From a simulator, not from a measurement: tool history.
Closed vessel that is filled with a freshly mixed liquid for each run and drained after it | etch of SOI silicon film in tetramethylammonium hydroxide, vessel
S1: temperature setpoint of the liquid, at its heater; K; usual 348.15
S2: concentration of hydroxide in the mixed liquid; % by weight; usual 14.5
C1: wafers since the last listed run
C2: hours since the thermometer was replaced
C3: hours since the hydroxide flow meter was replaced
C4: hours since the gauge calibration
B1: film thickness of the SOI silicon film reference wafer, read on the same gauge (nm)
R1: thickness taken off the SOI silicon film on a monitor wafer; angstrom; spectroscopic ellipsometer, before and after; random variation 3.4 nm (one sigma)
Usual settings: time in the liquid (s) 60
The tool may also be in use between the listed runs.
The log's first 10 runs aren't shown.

run 11 hour=676.2 | S1=348.15 S2=14.5 time_in_the_liquid_(s)=60 | C1=5704 C2=158.3 C3=1775.3 C4=1800.8 | B1=59.99 | R1=4823.8
-- hour=705.2 gauge calibrated
run 12 hour=722.5 | S1=348.15 S2=14.5 time_in_the_liquid_(s)=60 | C1=4699 C2=204.6 C3=1821.6 C4=17.3 | B1=59.99 | R1=4812.1
run 13 hour=749.4 | S1=348.15 S2=14.5 time_in_the_liquid_(s)=60 | C1=2730 C2=231.5 C3=1848.5 C4=44.2 | B1=59.98 | R1=4788.2
run 14 hour=775.4 | S1=348.15 S2=16.0 time_in_the_liquid_(s)=60 | C1=2639 C2=257.5 C3=1874.5 C4=70.2 | B1=59.98 | R1=4617.1
run 15 hour=801.9 | S1=348.15 S2=16.0 time_in_the_liquid_(s)=60 | C1=2689 C2=284.0 C3=1901.0 C4=96.7 | B1=59.99 | R1=4667.6
run 16 hour=826.1 | S1=348.15 S2=16.0 time_in_the_liquid_(s)=60 | C1=2456 C2=308.2 C3=1925.2 C4=120.9 | B1=60.01 | R1=4643.2
run 17 hour=858.6 | S1=342.15 S2=17.0 time_in_the_liquid_(s)=45 | C1=3298 C2=340.7 C3=1957.7 C4=153.4 | B1=60.00 | R1=2376.0
run 18 hour=887.9 | S1=348.15 S2=14.5 time_in_the_liquid_(s)=60 | C1=2974 C2=370.0 C3=1987.0 C4=182.7 | B1=59.98 | R1=4740.8
run 19 hour=931.0 | S1=342.15 S2=16.0 time_in_the_liquid_(s)=60 | C1=4374 C2=413.1 C3=2030.1 C4=225.8 | B1=60.00 | R1=3216.9
run 20 hour=978.1 | S1=351.65 S2=14.5 time_in_the_liquid_(s)=60 | C1=4780 C2=460.2 C3=2077.2 C4=272.9 | B1=60.02 | R1=5774.6
-- hour=1067.7 hydroxide flow meter replaced
run 21 hour=1071.3 | S1=344.65 S2=13.0 time_in_the_liquid_(s)=60 | C1=9358 C2=553.4 C3=3.6 C4=366.1 | B1=60.00 | R1=4250.7
run 22 hour=1121.9 | S1=355.65 S2=17.5 time_in_the_liquid_(s)=60 | C1=5136 C2=604.0 C3=54.2 C4=416.7 | B1=60.00 | R1=6945.7
run 23 hour=1190.4 | S1=345.65 S2=14.5 time_in_the_liquid_(s)=60 | C1=6953 C2=672.5 C3=122.7 C4=485.2 | B1=59.98 | R1=4223.8
run 24 hour=1253.1 | S1=341.65 S2=18.5 time_in_the_liquid_(s)=60 | C1=6364 C2=735.2 C3=185.4 C4=547.9 | B1=60.00 | R1=3074.3
run 25 hour=1285.5 | S1=348.15 S2=16.0 time_in_the_liquid_(s)=30 | C1=3288 C2=767.6 C3=217.8 C4=580.3 | B1=60.00 | R1=2332.8
run 26 hour=1328.6 | S1=348.15 S2=14.5 time_in_the_liquid_(s)=30 | C1=4374 C2=810.7 C3=260.9 C4=623.4 | B1=60.01 | R1=2454.4
run 27 hour=1361.8 | S1=342.15 S2=10.0 time_in_the_liquid_(s)=60 | C1=3369 C2=843.9 C3=294.1 C4=656.6 | B1=59.99 | R1=4058.7
run 28 hour=1388.5 | S1=348.15 S2=14.5 time_in_the_liquid_(s)=60 | C1=2710 C2=870.6 C3=320.8 C4=683.3 | B1=59.99 | R1=4874.6
run 29 hour=1429.5 | S1=348.15 S2=11.0 time_in_the_liquid_(s)=60 | C1=4161 C2=911.6 C3=361.8 C4=724.3 | B1=60.00 | R1=5471.0
run 30 hour=1456.7 | S1=348.15 S2=13.0 time_in_the_liquid_(s)=70 | C1=2760 C2=938.8 C3=389.0 C4=751.5 | B1=60.00 | R1=5932.2
run 31 hour=1526.0 | S1=348.15 S2=14.5 time_in_the_liquid_(s)=60 | C1=7034 C2=1008.1 C3=458.3 C4=820.8 | B1=60.04 | R1=4805.9
run 32 hour=1554.9 | S1=348.15 S2=14.5 time_in_the_liquid_(s)=60 | C1=2933 C2=1037.0 C3=487.2 C4=849.7 | B1=60.00 | R1=4831.0
run 33 hour=1593.9 | S1=342.65 S2=14.5 time_in_the_liquid_(s)=35 | C1=3958 C2=1076.0 C3=526.2 C4=888.7 | B1=59.96 | R1=2034.0
run 34 hour=1720.5 | S1=348.15 S2=14.5 time_in_the_liquid_(s)=35 | C1=12850 C2=1202.6 C3=652.8 C4=1015.3 | B1=59.99 | R1=2799.7

Forecast each of these 4 alternatives for the next run:
run A hour=1721.2 | S1=342.65 S2=14.5 time_in_the_liquid_(s)=60 | C1=71 C2=1203.3 C3=653.5 C4=1016.0 | B1=? | R1=?
run B hour=1721.2 | S1=348.15 S2=12.0 time_in_the_liquid_(s)=60 | C1=71 C2=1203.3 C3=653.5 C4=1016.0 | B1=? | R1=?
run C hour=1721.2 | S1=353.65 S2=16.5 time_in_the_liquid_(s)=75 | C1=71 C2=1203.3 C3=653.5 C4=1016.0 | B1=? | R1=?
run D hour=1721.2 | S1=346.15 S2=14.5 time_in_the_liquid_(s)=95 | C1=71 C2=1203.3 C3=653.5 C4=1016.0 | B1=? | R1=?

run=A B1=59.99 R1=3475.9
run=B B1=59.99 R1=5240.1
run=C B1=59.99 R1=7787.2
run=D B1=59.99 R1=6752.4
Without the tool's hidden state the same runs would have given:
run=A R1=3659.6
run=B R1=5498.4
run=C R1=8143.7
run=D R1=7105.6

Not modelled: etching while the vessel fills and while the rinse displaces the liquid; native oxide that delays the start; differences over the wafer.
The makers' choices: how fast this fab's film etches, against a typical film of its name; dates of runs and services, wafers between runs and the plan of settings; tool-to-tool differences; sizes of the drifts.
